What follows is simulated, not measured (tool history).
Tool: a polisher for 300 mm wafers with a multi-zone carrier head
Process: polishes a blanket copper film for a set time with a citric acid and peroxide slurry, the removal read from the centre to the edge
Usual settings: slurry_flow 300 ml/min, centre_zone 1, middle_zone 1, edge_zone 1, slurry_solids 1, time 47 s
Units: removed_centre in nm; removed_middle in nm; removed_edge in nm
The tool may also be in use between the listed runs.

run,hour,slurry_flow,centre_zone,middle_zone,edge_zone,slurry_solids,time,"incoming thickness of the incoming film, nm",removed_centre,removed_middle,removed_edge
1,0,255,1,1,1,1,47,781.6,115.5,114,117.1
2,107.4,255,1,1,1,1,47,802.5,117.4,114.2,116.6
# hour 154: slurry nozzle cleaned
3,168,255,1,1,1,1,47,781.9,120.6,116.5,116.3
# hour 248: worn pad replaced by a new one
4,259,300,1.04,1,0.94,1,47,802.5,126.6,116.4,117.2
# hour 263.7: edge zone pressure recalibrated
5,362.9,300,1.04,1,0.94,1,47,786.6,128.9,117.5,115.7
6,437.6,235,1.08,1,1,1,47,794.9,134.3,113.8,116.5
7,521.5,255,1,1,1,1,47,793.2,125.9,114.2,118.1
# hour 592.4: worn pad replaced by a new one
# hour 599.3: edge zone pressure recalibrated
8,622.9,300,1,1,1,1,47,795.4,127.7,117.4,117.3
9,683.3,300,1,1,1,1,47,792.8,131.7,118.4,116.6
# hour 692.5: slurry nozzle cleaned
10,784.5,400,1,1,1,1,47,788.3,130.5,120.4,119.2
# hour 829.8: carrier head's membrane replaced by a new one
11,845.2,300,1,1,0.89,1,47,790.7,128,118.8,115.1
# hour 888.2: centre zone pressure recalibrated
12,894.9,300,0.93,1,1,0.75,47,803.4,96.8,107.3,107.7
13,935.1,300,1,0.89,1,1.2,37,788.7,93.8,87.7,97.8

Forecast run 14:
# hour 974.6: worn pad replaced by a new one
# hour 994.5: edge zone pressure recalibrated
14,1004.5,335,1,1,0.89,1,47,775.5,?,?,?

Run 14 gave removed_centre 116.3 nm, removed_middle 116.8 nm, removed_edge 115.9 nm.
Without the tool's hidden state the same run would have given removed_centre 114.5 nm, removed_middle 116.8 nm, removed_edge 115.9 nm.
